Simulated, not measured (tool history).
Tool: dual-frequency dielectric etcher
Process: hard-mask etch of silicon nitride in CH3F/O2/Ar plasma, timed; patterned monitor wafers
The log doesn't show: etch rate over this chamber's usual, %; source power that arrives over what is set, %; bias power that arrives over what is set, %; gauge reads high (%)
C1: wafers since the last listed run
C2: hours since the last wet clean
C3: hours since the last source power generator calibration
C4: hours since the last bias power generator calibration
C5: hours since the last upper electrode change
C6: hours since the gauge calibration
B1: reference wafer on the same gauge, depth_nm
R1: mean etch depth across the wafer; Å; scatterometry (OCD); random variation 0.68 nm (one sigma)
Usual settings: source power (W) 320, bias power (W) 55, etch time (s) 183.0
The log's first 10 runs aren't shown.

Run 11, hour 327.3: usual settings but source power (W) 390, bias power (W) 68, etch time (s) 223.0; C1 116; C2 230.7; C3 230.7; C4 4659.8; C5 4259.1; C6 151.1; B1 102.6. Result: R1 1518 Å.
Run 12, hour 344.5: usual settings but bias power (W) 51; C1 82; C2 247.9; C3 247.9; C4 4677.0; C5 4276.3; C6 168.3; B1 102.9. Result: R1 1024 Å.
At hour 367.7: bias power generator calibrated.
Run 13, hour 377.3: usual settings but etch time (s) 213.5; C1 137; C2 280.7; C3 280.7; C4 9.6; C5 4309.1; C6 201.1; B1 103.1. Result: R1 1210 Å.
Run 14, hour 393.1: usual settings but bias power (W) 68; C1 75; C2 296.5; C3 296.5; C4 25.4; C5 4324.9; C6 216.9; B1 102.8. Result: R1 1142 Å.
Run 15, hour 410.1: usual settings but source power (W) 240, bias power (W) 42, etch time (s) 143.5; C1 81; C2 313.5; C3 313.5; C4 42.4; C5 4341.9; C6 233.9; B1 103.2. Result: R1 633 Å.
Run 16, hour 438.1: usual settings but source power (W) 260, bias power (W) 63, etch time (s) 130.5; C1 133; C2 341.5; C3 341.5; C4 70.4; C5 4369.9; C6 261.9; B1 103.1. Result: R1 698 Å.
Run 17, hour 473.3: usual settings but source power (W) 280, etch time (s) 198.0; C1 168; C2 376.7; C3 376.7; C4 105.6; C5 4405.1; C6 297.1; B1 103.1. Result: R1 1034 Å.
Run 18, hour 508.0: usual settings but etch time (s) 219.0; C1 165; C2 411.4; C3 411.4; C4 140.3; C5 4439.8; C6 331.8; B1 102.8. Result: R1 1231 Å.
At hour 533.1: wet clean of the chamber.
Run 19, hour 533.9: usual settings but source power (W) 270, bias power (W) 46; C1 9; C2 0.8; C3 437.3; C4 166.2; C5 4465.7; C6 357.7; B1 103.0. Result: R1 912 Å.
Run 20, hour 551.7: usual settings; C1 85; C2 18.6; C3 455.1; C4 184.0; C5 4483.5; C6 375.5; B1 103.0. Result: R1 1065 Å.
Run 21, hour 574.2: usual settings but etch time (s) 228.5; C1 107; C2 41.1; C3 477.6; C4 206.5; C5 4506.0; C6 398.0; B1 103.2. Result: R1 1329 Å.
At hour 602.9: upper electrode replaced.
Run 22, hour 603.4: usual settings but etch time (s) 228.5; C1 24; C2 70.3; C3 506.8; C4 235.7; C5 0.5; C6 427.2; B1 103.1. Result: R1 1324 Å.
Run 23, hour 660.0: usual settings but source power (W) 250, etch time (s) 231.0; C1 270; C2 126.9; C3 563.4; C4 292.3; C5 57.1; C6 483.8; B1 103.0. Result: R1 1159 Å.

Run 24 comes next. What will it give?
Run 24, hour 676.9: usual settings but source power (W) 240; C1 80; C2 143.8; C3 580.3; C4 309.2; C5 74.0; C6 500.7; B1 ?. Result: R1 ?.

{"run 24": {"B1": 103.0, "R1": 903}}
Without the tool's hidden state the same run would have given R1 914 Å.
